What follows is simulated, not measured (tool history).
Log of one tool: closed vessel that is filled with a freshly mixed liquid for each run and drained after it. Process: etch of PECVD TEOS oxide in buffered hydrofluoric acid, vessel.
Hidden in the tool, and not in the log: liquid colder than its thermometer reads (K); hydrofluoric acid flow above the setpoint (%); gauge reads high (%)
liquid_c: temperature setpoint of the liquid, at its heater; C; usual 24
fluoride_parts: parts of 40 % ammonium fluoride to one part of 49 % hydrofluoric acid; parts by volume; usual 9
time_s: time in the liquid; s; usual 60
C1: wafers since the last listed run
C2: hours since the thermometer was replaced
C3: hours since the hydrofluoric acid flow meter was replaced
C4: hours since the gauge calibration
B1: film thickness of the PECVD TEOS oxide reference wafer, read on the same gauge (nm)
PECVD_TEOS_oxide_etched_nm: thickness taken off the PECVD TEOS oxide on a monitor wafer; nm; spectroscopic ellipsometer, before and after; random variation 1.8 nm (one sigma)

Run 1, day 0: usual settings but liquid_c 21 C; C1 0; C2 926.1; C3 329.2; C4 1942.1; B1 109.99. Result: PECVD_TEOS_oxide_etched_nm 151.54 nm.
Run 2, day 4.45: usual settings; C1 12229; C2 1032.9; C3 436; C4 2048.9; B1 110.01. Result: PECVD_TEOS_oxide_etched_nm 181.82 nm.
At day 6.304: gauge calibrated.
Run 3, day 6.975: usual settings; C1 6939; C2 1093.5; C3 496.6; C4 16.1; B1 109.98. Result: PECVD_TEOS_oxide_etched_nm 175.58 nm.
Run 4, day 10.138: usual settings; C1 8691; C2 1169.4; C3 572.5; C4 92; B1 110.01. Result: PECVD_TEOS_oxide_etched_nm 178.69 nm.
Run 5, day 13.525: usual settings; C1 9309; C2 1250.7; C3 653.8; C4 173.3; B1 109.98. Result: PECVD_TEOS_oxide_etched_nm 179.62 nm.
Run 6, day 15.396: usual settings; C1 5141; C2 1295.6; C3 698.7; C4 218.2; B1 109.99. Result: PECVD_TEOS_oxide_etched_nm 179.66 nm.
Run 7, day 17.229: usual settings; C1 5038; C2 1339.6; C3 742.7; C4 262.2; B1 110.01. Result: PECVD_TEOS_oxide_etched_nm 177.46 nm.
Run 8, day 19.342: usual settings; C1 5805; C2 1390.3; C3 793.4; C4 312.9; B1 110. Result: PECVD_TEOS_oxide_etched_nm 178.58 nm.
Run 9, day 23.817: usual settings; C1 12298; C2 1497.7; C3 900.8; C4 420.3; B1 110. Result: PECVD_TEOS_oxide_etched_nm 178.34 nm.
Run 10, day 27.188: usual settings but fluoride_parts 11.5 parts by volume; C1 9263; C2 1578.6; C3 981.7; C4 501.2; B1 109.98. Result: PECVD_TEOS_oxide_etched_nm 143.64 nm.
Run 11, day 30.667: usual settings but fluoride_parts 11.5 parts by volume; C1 9561; C2 1662.1; C3 1065.2; C4 584.7; B1 109.97. Result: PECVD_TEOS_oxide_etched_nm 144.35 nm.
At day 35.246: thermometer replaced.
Run 12, day 38.804: usual settings; C1 22248; C2 85.4; C3 1260.5; C4 780; B1 109.99. Result: PECVD_TEOS_oxide_etched_nm 183.65 nm.
Run 13, day 42.742: usual settings but liquid_c 28 C, fluoride_parts 11 parts by volume, time_s 80 s; C1 10820; C2 179.9; C3 1355; C4 874.5; B1 109.98. Result: PECVD_TEOS_oxide_etched_nm 262.01 nm.
At day 43.858: hydrofluoric acid flow meter replaced.
Run 14, day 46.558: usual settings but liquid_c 27 C, fluoride_parts 7.5 parts by volume; C1 10374; C2 271.5; C3 64.8; C4 966.1; B1 110. Result: PECVD_TEOS_oxide_etched_nm 267.88 nm.
Run 15, day 50.338: usual settings; C1 10385; C2 362.2; C3 155.5; C4 1056.8; B1 110. Result: PECVD_TEOS_oxide_etched_nm 184.35 nm.
Run 16, day 53.954: usual settings but liquid_c 26.5 C, fluoride_parts 6 parts by volume, time_s 30 s; C1 9939; C2 449; C3 242.3; C4 1143.6; B1 109.98. Result: PECVD_TEOS_oxide_etched_nm 156.73 nm.
Run 17, day 56.296: usual settings but liquid_c 26.5 C, fluoride_parts 11.5 parts by volume, time_s 40 s; C1 6435; C2 505.2; C3 298.5; C4 1199.8; B1 110.02. Result: PECVD_TEOS_oxide_etched_nm 115.73 nm.
Run 18, day 60.15: usual settings but liquid_c 19.5 C, fluoride_parts 7.5 parts by volume, time_s 40 s; C1 10591; C2 597.7; C3 391; C4 1292.3; B1 109.99. Result: PECVD_TEOS_oxide_etched_nm 117.18 nm.
Run 19, day 63.712: usual settings but liquid_c 25.5 C, fluoride_parts 11 parts by volume; C1 9790; C2 683.2; C3 476.5; C4 1377.8; B1 110.02. Result: PECVD_TEOS_oxide_etched_nm 168.07 nm.
Run 20, day 66.812: usual settings but fluoride_parts 11 parts by volume, time_s 30 s; C1 8519; C2 757.6; C3 550.9; C4 1452.2; B1 109.99. Result: PECVD_TEOS_oxide_etched_nm 77.44 nm.
Run 21, day 69.842: usual settings; C1 8324; C2 830.3; C3 623.6; C4 1524.9; B1 110.03. Result: PECVD_TEOS_oxide_etched_nm 185.25 nm.
Run 22, day 74.129: usual settings; C1 11782; C2 933.2; C3 726.5; C4 1627.8; B1 110. Result: PECVD_TEOS_oxide_etched_nm 181.49 nm.
Run 23, day 76.225: usual settings; C1 5759; C2 983.5; C3 776.8; C4 1678.1; B1 110.03. Result: PECVD_TEOS_oxide_etched_nm 180.1 nm.
Run 24, day 79.679: usual settings but liquid_c 21.5 C, fluoride_parts 8 parts by volume, time_s 80 s; C1 9492; C2 1066.4; C3 859.7; C4 1761; B1 110.02. Result: PECVD_TEOS_oxide_etched_nm 233.9 nm.
Run 25, day 81.883: usual settings but liquid_c 28.5 C, time_s 70 s; C1 6057; C2 1119.3; C3 912.6; C4 1813.9; B1 110.02. Result: PECVD_TEOS_oxide_etched_nm 270.52 nm.
Run 26, day 83.792: usual settings but liquid_c 28 C, time_s 40 s; C1 5244; C2 1165.1; C3 958.4; C4 1859.7; B1 110.01. Result: PECVD_TEOS_oxide_etched_nm 147.61 nm.
Run 27, day 85.942: usual settings but liquid_c 19.5 C; C1 5908; C2 1216.7; C3 1010; C4 1911.3; B1 109.99. Result: PECVD_TEOS_oxide_etched_nm 138.36 nm.
Run 28, day 89.35: usual settings but liquid_c 21.5 C, fluoride_parts 11.5 parts by volume, time_s 80 s; C1 9366; C2 1298.5; C3 1091.8; C4 1993.1; B1 109.99. Result: PECVD_TEOS_oxide_etched_nm 168.47 nm.
At day 92.225: gauge calibrated.
Run 29, day 93.558: usual settings but liquid_c 26 C; C1 11565; C2 1399.5; C3 1192.8; C4 32; B1 109.98. Result: PECVD_TEOS_oxide_etched_nm 198.32 nm.
Run 30, day 97.188: usual settings but liquid_c 26.5 C, fluoride_parts 6 parts by volume, time_s 30 s; C1 9973; C2 1486.6; C3 1279.9; C4 119.1; B1 110. Result: PECVD_TEOS_oxide_etched_nm 152.96 nm.
At day 99.804: hydrofluoric acid flow meter replaced.
Run 31, day 100.188: usual settings but fluoride_parts 5.5 parts by volume; C1 8129; C2 1558.6; C3 9.2; C4 191.1; B1 110.01. Result: PECVD_TEOS_oxide_etched_nm 283.59 nm.

Forecast run 32:
Run 32, day 102.496: usual settings but time_s 75 s; C1 6343; C2 1614; C3 64.6; C4 246.5; B1 ?. Result: PECVD_TEOS_oxide_etched_nm ?.

Run 32 gave B1 110.02, PECVD_TEOS_oxide_etched_nm 222.38 nm.
Without the tool's hidden state the same run would have given PECVD_TEOS_oxide_etched_nm 233.98 nm.

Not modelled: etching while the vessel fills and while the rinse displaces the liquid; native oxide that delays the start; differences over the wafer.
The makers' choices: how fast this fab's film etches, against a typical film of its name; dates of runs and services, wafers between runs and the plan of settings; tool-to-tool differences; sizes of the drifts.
